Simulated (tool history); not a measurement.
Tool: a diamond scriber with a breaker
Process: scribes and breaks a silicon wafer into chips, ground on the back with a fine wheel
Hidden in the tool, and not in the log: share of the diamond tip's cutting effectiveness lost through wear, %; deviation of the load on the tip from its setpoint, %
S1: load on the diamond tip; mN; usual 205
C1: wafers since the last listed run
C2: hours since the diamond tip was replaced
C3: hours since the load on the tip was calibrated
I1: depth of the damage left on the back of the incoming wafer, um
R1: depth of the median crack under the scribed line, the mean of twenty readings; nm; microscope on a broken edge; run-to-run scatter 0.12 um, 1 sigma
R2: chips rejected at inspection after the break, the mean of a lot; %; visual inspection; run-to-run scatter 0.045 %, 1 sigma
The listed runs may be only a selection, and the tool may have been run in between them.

Run 1, hour 0: usual settings but S1 189 mN; C1 0; C2 807.1; C3 128.7; I1 2.4. Result: R1 12030 nm, R2 1.96 %.
At hour 99.2: diamond tip replaced by a new one.
Run 2, hour 99.7: usual settings but S1 189 mN; C1 271; C2 0.5; C3 228.4; I1 1.85. Result: R1 12580 nm, R2 1.09 %.
Run 3, hour 158.7: usual settings; C1 163; C2 59.5; C3 287.4; I1 1.96. Result: R1 13400 nm, R2 0.76 %.
Run 4, hour 190.9: usual settings; C1 89; C2 91.7; C3 319.6; I1 2.81. Result: R1 13260 nm, R2 1.15 %.
Run 5, hour 367.4: usual settings; C1 489; C2 268.2; C3 496.1; I1 2.88. Result: R1 13080 nm, R2 1.43 %.
Run 6, hour 432.5: usual settings; C1 180; C2 333.3; C3 561.2; I1 2.95. Result: R1 13010 nm, R2 1.17 %.
Run 7, hour 475.2: usual settings but S1 245 mN; C1 118; C2 376; C3 603.9; I1 2.1. Result: R1 15000 nm, R2 2.03 %.
Run 8, hour 521.8: usual settings but S1 245 mN; C1 129; C2 422.6; C3 650.5; I1 2.57. Result: R1 14790 nm, R2 2.18 %.
Run 9, hour 553.9: usual settings but S1 245 mN; C1 89; C2 454.7; C3 682.6; I1 2.07. Result: R1 14640 nm, R2 1.8 %.
Run 10, hour 584.8: usual settings; C1 85; C2 485.6; C3 713.5; I1 2.46. Result: R1 13070 nm, R2 0.95 %.
Run 11, hour 631: usual settings but S1 158 mN; C1 128; C2 531.8; C3 759.7; I1 2.58. Result: R1 11000 nm, R2 4.73 %.
At hour 677.4: load on the tip recalibrated.
Run 12, hour 701.2: usual settings but S1 158 mN; C1 189; C2 602; C3 23.8; I1 2.33. Result: R1 10940 nm, R2 5.38 %.
Run 13, hour 752.3: usual settings; C1 141; C2 653.1; C3 74.9; I1 2.91. Result: R1 12680 nm, R2 1.36 %.
Run 14, hour 816.3: usual settings; C1 177; C2 717.1; C3 138.9; I1 2.23. Result: R1 12970 nm, R2 0.85 %.
Run 15, hour 861.5: usual settings; C1 125; C2 762.3; C3 184.1; I1 1.86. Result: R1 12710 nm, R2 0.79 %.
Run 16, hour 926.4: usual settings but S1 253 mN; C1 180; C2 827.2; C3 249; I1 2.53. Result: R1 14550 nm, R2 2.29 %.
Run 17, hour 995.1: usual settings but S1 253 mN; C1 190; C2 895.9; C3 317.7; I1 2.66. Result: R1 14670 nm, R2 2.15 %.
Run 18, hour 1042.9: usual settings but S1 239 mN; C1 132; C2 943.7; C3 365.5; I1 2.89. Result: R1 14040 nm, R2 1.47 %.
Run 19, hour 1070.5: usual settings; C1 76; C2 971.3; C3 393.1; I1 1.96. Result: R1 12680 nm, R2 1.03 %.
Run 20, hour 1132.5: usual settings; C1 172; C2 1033.3; C3 455.1; I1 2.09. Result: R1 12560 nm, R2 1.12 %.
Run 21, hour 1200.4: usual settings but S1 238 mN; C1 188; C2 1101.2; C3 523; I1 2.11. Result: R1 13840 nm, R2 1 %.
At hour 1253.7: diamond tip replaced by a new one.
Run 22, hour 1261.8: usual settings but S1 255 mN; C1 164; C2 8.1; C3 584.4; I1 2.01. Result: R1 15450 nm, R2 2.81 %.
Run 23, hour 1326.1: usual settings; C1 178; C2 72.4; C3 648.7; I1 2.39. Result: R1 13070 nm, R2 1.01 %.
Run 24, hour 1384.2: usual settings but S1 185 mN; C1 161; C2 130.5; C3 706.8; I1 2.56. Result: R1 12430 nm, R2 1.92 %.
Run 25, hour 1430.1: usual settings but S1 178 mN; C1 127; C2 176.4; C3 752.7; I1 1.62. Result: R1 12130 nm, R2 1.82 %.
Run 26, hour 1497: usual settings but S1 146 mN; C1 185; C2 243.3; C3 819.6; I1 1.87. Result: R1 10320 nm, R2 6.93 %.
Run 27, hour 1560.9: usual settings; C1 177; C2 307.2; C3 883.5; I1 2.03. Result: R1 13050 nm, R2 0.79 %.
At hour 1570.3: load on the tip recalibrated.
Run 28, hour 1614.4: usual settings but S1 159 mN; C1 142; C2 360.7; C3 44.1; I1 2.79. Result: R1 11000 nm, R2 5.29 %.
Run 29, hour 1801.6: usual settings; C1 519; C2 547.9; C3 231.3; I1 1.98. Result: R1 12910 nm, R2 0.78 %.
Run 30, hour 1832.8: usual settings but S1 244 mN; C1 86; C2 579.1; C3 262.5; I1 2.11. Result: R1 14630 nm, R2 1.88 %.
Run 31, hour 1889.1: usual settings; C1 156; C2 635.4; C3 318.8; I1 2.75. Result: R1 12940 nm, R2 1.29 %.
Run 32, hour 1932.9: usual settings but S1 260 mN; C1 121; C2 679.2; C3 362.6; I1 2.36. Result: R1 15120 nm, R2 3.14 %.
Run 33, hour 1996.6: usual settings but S1 254 mN; C1 176; C2 742.9; C3 426.3; I1 2.57. Result: R1 14980 nm, R2 2.25 %.
Run 34, hour 2049.2: usual settings but S1 174 mN; C1 145; C2 795.5; C3 478.9; I1 2.98. Result: R1 11530 nm, R2 4.05 %.

Hidden state at the last listed run before each entry between runs and at the first one after, where it differs:
In the gap between runs 1 and 2: diamond tip replaced by a new one (hour 99.2)
  share of the diamond tip's cutting effectiveness lost through wear, %: 4.62 -> 0.283
  the result without the hidden state subtracted from the measured one, R1: -380 -> -30 nm; R2: +0.55 -> +0.02 %
In the gap between runs 11 and 12: load on the tip recalibrated (hour 677.4)
  share of the diamond tip's cutting effectiveness lost through wear, %: 2.23 -> 2.77
  the result without the hidden state subtracted from the measured one, R1: -170 -> -210 nm; R2: +0.54 -> +0.78 %
In the gap between runs 21 and 22: diamond tip replaced by a new one (hour 1253.7)
  share of the diamond tip's cutting effectiveness lost through wear, %: 8.62 -> 0.127
  the result without the hidden state subtracted from the measured one, R1: -860 -> -10 nm; R2: -0.93 -> -0.02 %
In the gap between runs 27 and 28: load on the tip recalibrated (hour 1570.3)
  share of the diamond tip's cutting effectiveness lost through wear, %: 0.775 -> 1.02
  the result without the hidden state subtracted from the measured one, R1: -60 -> -80 nm; R2: +0.01 -> +0.29 %
